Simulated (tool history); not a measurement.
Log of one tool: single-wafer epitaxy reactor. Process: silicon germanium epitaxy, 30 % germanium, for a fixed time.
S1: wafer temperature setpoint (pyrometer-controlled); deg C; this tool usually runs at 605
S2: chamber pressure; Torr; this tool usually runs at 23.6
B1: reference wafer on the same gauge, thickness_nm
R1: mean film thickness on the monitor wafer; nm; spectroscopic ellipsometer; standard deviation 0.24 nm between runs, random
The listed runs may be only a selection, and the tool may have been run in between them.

{"run": 1, "hour": 0.0, "S1": 608, "S2": 23.6, "B1": 75.259, "R1": 70.012}
{"run": 2, "hour": 71.7, "S1": 605, "S2": 19.6, "B1": 75.299, "R1": 61.85}
{"run": 3, "hour": 144.5, "S1": 605, "S2": 19.6, "B1": 75.248, "R1": 62.066}
{"hour": 214.1, "done": "capacitance manometer re-zeroed and calibrated"}
{"run": 4, "hour": 238.7, "S1": 605, "S2": 23.6, "B1": 75.343, "R1": 65.977}
{"run": 5, "hour": 344.5, "S1": 605, "S2": 23.6, "B1": 75.276, "R1": 65.925}
{"hour": 391.1, "done": "pyrometer calibrated, repeated, since the last time left the tool worse"}
{"run": 6, "hour": 444.0, "S1": 605, "S2": 23.6, "B1": 75.32, "R1": 72.493}
{"run": 7, "hour": 508.4, "S1": 600, "S2": 23.6, "B1": 75.318, "R1": 66.4}
{"run": 8, "hour": 549.3, "S1": 605, "S2": 19.9, "B1": 75.255, "R1": 67.544}
{"run": 9, "hour": 587.4, "S1": 605, "S2": 19.9, "B1": 75.332, "R1": 67.263}
{"run": 10, "hour": 658.6, "S1": 605, "S2": 19.9, "B1": 75.274, "R1": 67.453}
{"run": 11, "hour": 751.4, "S1": 605, "S2": 23.6, "B1": 75.371, "R1": 70.871}
{"run": 12, "hour": 857.9, "S1": 595, "S2": 26.9, "B1": 75.288, "R1": 63.008}
{"run": 13, "hour": 919.9, "S1": 614, "S2": 23.6, "B1": 75.272, "R1": 82.001}
{"run": 14, "hour": 1008.4, "S1": 605, "S2": 26.0, "B1": 75.32, "R1": 72.936}
{"run": 15, "hour": 1078.3, "S1": 605, "S2": 23.6, "B1": 75.37, "R1": 70.267}
{"hour": 1118.8, "done": "showerhead replaced"}
{"run": 16, "hour": 1181.1, "S1": 611, "S2": 26.4, "B1": 75.37, "R1": 80.131}
{"run": 17, "hour": 1224.4, "S1": 591, "S2": 21.4, "B1": 75.266, "R1": 53.739}
{"run": 18, "hour": 1315.0, "S1": 605, "S2": 23.6, "B1": 75.284, "R1": 70.155}
{"run": 19, "hour": 1421.8, "S1": 596, "S2": 19.1, "B1": 75.351, "R1": 55.865}
{"hour": 1495.1, "done": "gauge calibrated"}
{"run": 20, "hour": 1515.8, "S1": 614, "S2": 25.8, "B1": 75.378, "R1": 82.7}
{"run": 21, "hour": 1602.1, "S1": 592, "S2": 21.5, "B1": 75.258, "R1": 54.598}
{"run": 22, "hour": 1702.4, "S1": 618, "S2": 19.9, "B1": 75.387, "R1": 80.279}
{"run": 23, "hour": 1805.4, "S1": 605, "S2": 23.6, "B1": 75.242, "R1": 69.6}
{"run": 24, "hour": 1855.5, "S1": 614, "S2": 25.5, "B1": 75.291, "R1": 82.87}
{"run": 25, "hour": 1930.1, "S1": 617, "S2": 23.6, "B1": 75.27, "R1": 83.885}
{"run": 26, "hour": 2022.6, "S1": 605, "S2": 26.3, "B1": 75.277, "R1": 72.275}
{"run": 27, "hour": 2111.0, "S1": 612, "S2": 28.2, "B1": 75.26, "R1": 82.629}
{"run": 28, "hour": 2212.3, "S1": 595, "S2": 17.8, "B1": 75.188, "R1": 53.383}
{"run": 29, "hour": 2281.3, "S1": 605, "S2": 23.6, "B1": 75.45, "R1": 68.999}
{"run": 30, "hour": 2363.9, "S1": 594, "S2": 26.4, "B1": 75.245, "R1": 60.545}
{"hour": 2392.6, "done": "pyrometer calibrated"}
{"run": 31, "hour": 2468.5, "S1": 619, "S2": 28.8, "B1": 75.401, "R1": 96.409}
{"run": 32, "hour": 2507.1, "S1": 614, "S2": 20.4, "B1": 75.35, "R1": 79.361}
{"run": 33, "hour": 2569.1, "S1": 614, "S2": 26.2, "B1": 75.339, "R1": 85.723}
{"run": 34, "hour": 2655.1, "S1": 605, "S2": 23.6, "B1": 75.314, "R1": 71.205}
{"run": 35, "hour": 2747.3, "S1": 614, "S2": 26.4, "B1": 75.323, "R1": 85.461}

4 options for the next run, each taken on its own from the tool as it stands now. Forecast them:
{"run": "A", "hour": 2747.7, "S1": 601, "S2": 23.6, "B1": "?", "R1": "?"}
{"run": "B", "hour": 2747.7, "S1": 615, "S2": 23.6, "B1": "?", "R1": "?"}
{"run": "C", "hour": 2747.7, "S1": 605, "S2": 19.1, "B1": "?", "R1": "?"}
{"run": "D", "hour": 2747.7, "S1": 605, "S2": 20.3, "B1": "?", "R1": "?"}

run=A B1=75.287 R1=66.692
run=B B1=75.287 R1=83.239
run=C B1=75.287 R1=65.927
run=D B1=75.287 R1=67.364
Stripped of hidden state, with their random variation kept, the same runs would have yielded:
run=A R1=67.834
run=B R1=84.624
run=C R1=67.046
run=D R1=68.508
